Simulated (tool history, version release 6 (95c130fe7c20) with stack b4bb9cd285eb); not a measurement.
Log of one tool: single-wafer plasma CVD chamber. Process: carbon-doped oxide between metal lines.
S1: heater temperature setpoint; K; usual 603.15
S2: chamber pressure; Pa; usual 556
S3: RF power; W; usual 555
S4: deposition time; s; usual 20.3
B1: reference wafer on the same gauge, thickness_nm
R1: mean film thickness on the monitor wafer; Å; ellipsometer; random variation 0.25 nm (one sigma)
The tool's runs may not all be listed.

{"run": 1, "hour": 0.0, "S1": 611.15, "S2": 556, "S3": 555, "S4": 20.3, "B1": 100.999, "R1": 943.98}
{"run": 2, "hour": 6.7, "S1": 603.15, "S2": 556, "S3": 555, "S4": 20.3, "B1": 100.956, "R1": 973.66}
{"run": 3, "hour": 14.5, "S1": 603.15, "S2": 556, "S3": 555, "S4": 20.3, "B1": 100.991, "R1": 969.32}
{"run": 4, "hour": 30.4, "S1": 603.15, "S2": 556, "S3": 555, "S4": 20.3, "B1": 100.967, "R1": 972.97}
{"run": 5, "hour": 42.1, "S1": 603.15, "S2": 556, "S3": 555, "S4": 20.3, "B1": 101.0, "R1": 971.5}
{"run": 6, "hour": 57.2, "S1": 614.15, "S2": 556, "S3": 555, "S4": 20.3, "B1": 101.049, "R1": 927.24}
{"hour": 72.1, "done": "RF generator calibrated"}
{"run": 7, "hour": 75.0, "S1": 603.15, "S2": 556, "S3": 555, "S4": 20.3, "B1": 101.019, "R1": 1001.68}
{"run": 8, "hour": 82.5, "S1": 603.15, "S2": 556, "S3": 555, "S4": 20.3, "B1": 100.939, "R1": 1000.98}
{"run": 9, "hour": 88.6, "S1": 603.15, "S2": 556, "S3": 555, "S4": 20.3, "B1": 101.133, "R1": 1000.15}
{"run": 10, "hour": 106.3, "S1": 595.15, "S2": 556, "S3": 555, "S4": 19.0, "B1": 100.935, "R1": 967.9}
{"run": 11, "hour": 113.5, "S1": 603.15, "S2": 556, "S3": 555, "S4": 21.8, "B1": 100.988, "R1": 1071.68}
{"run": 12, "hour": 122.5, "S1": 592.15, "S2": 556, "S3": 555, "S4": 20.3, "B1": 100.988, "R1": 1046.85}
{"run": 13, "hour": 136.6, "S1": 603.15, "S2": 556, "S3": 625, "S4": 20.3, "B1": 100.983, "R1": 1044.67}
{"run": 14, "hour": 149.5, "S1": 603.15, "S2": 556, "S3": 525, "S4": 20.3, "B1": 101.008, "R1": 975.57}
{"run": 15, "hour": 156.8, "S1": 603.15, "S2": 615, "S3": 505, "S4": 20.3, "B1": 101.098, "R1": 982.75}
{"run": 16, "hour": 170.0, "S1": 603.15, "S2": 672, "S3": 655, "S4": 20.3, "B1": 101.012, "R1": 1108.45}
{"run": 17, "hour": 184.5, "S1": 603.15, "S2": 556, "S3": 555, "S4": 20.3, "B1": 101.028, "R1": 993.25}
{"run": 18, "hour": 197.6, "S1": 607.15, "S2": 556, "S3": 555, "S4": 20.3, "B1": 100.898, "R1": 973.59}
{"hour": 216.6, "done": "gauge calibrated"}
{"hour": 223.0, "done": "thermocouple changed; heater temperature recalibrated"}
{"hour": 225.9, "done": "showerhead replaced"}
{"hour": 233.2, "done": "capacitance manometer re-zeroed and calibrated"}
{"run": 19, "hour": 249.4, "S1": 595.15, "S2": 512, "S3": 485, "S4": 17.9, "B1": 101.033, "R1": 844.24}
{"run": 20, "hour": 266.9, "S1": 591.15, "S2": 556, "S3": 555, "S4": 24.0, "B1": 101.09, "R1": 1227.99}
{"run": 21, "hour": 282.9, "S1": 608.15, "S2": 676, "S3": 595, "S4": 18.2, "B1": 101.039, "R1": 934.75}
{"run": 22, "hour": 297.7, "S1": 611.15, "S2": 556, "S3": 555, "S4": 20.3, "B1": 100.962, "R1": 956.72}
{"run": 23, "hour": 314.4, "S1": 603.15, "S2": 556, "S3": 510, "S4": 17.3, "B1": 101.05, "R1": 815.05}
{"run": 24, "hour": 332.1, "S1": 603.15, "S2": 556, "S3": 555, "S4": 24.1, "B1": 101.015, "R1": 1166.08}
{"run": 25, "hour": 349.1, "S1": 603.15, "S2": 556, "S3": 490, "S4": 16.6, "B1": 101.0, "R1": 770.37}
{"run": 26, "hour": 355.4, "S1": 603.15, "S2": 556, "S3": 555, "S4": 20.3, "B1": 101.044, "R1": 985.47}
{"run": 27, "hour": 371.9, "S1": 612.15, "S2": 621, "S3": 525, "S4": 19.1, "B1": 100.912, "R1": 897.74}

Some steps in R1 between neighbouring runs. How much of each would the tool show without its hidden state too (settings, what came in, random variation), and how much is left for the hidden state, with any gauge scatter that isn't in both results?
The hidden state here: wafer temperature above the value expected at the setpoint (K); delivered RF power above the setpoint (%); true pressure above the setpoint (%); gauge reads high (%).
Run 6 -> 7: S1 614.15 -> 603.15, RF generator calibrated. R1 +74.44 Å: hidden state +30.35, all else +44.09.
Run 19 -> 20: S1 595.15 -> 591.15, S2 512 -> 556, S3 485 -> 555, S4 17.9 -> 24.0. R1 +383.75 Å: hidden state -6.15, all else +389.90.
Run 23 -> 24: S3 510 -> 555, S4 17.3 -> 24.1. R1 +351.03 Å: hidden state -6.73, all else +357.76.
Run 24 -> 25: S3 555 -> 490, S4 24.1 -> 16.6. R1 -395.71 Å: hidden state +6.20, all else -401.91.
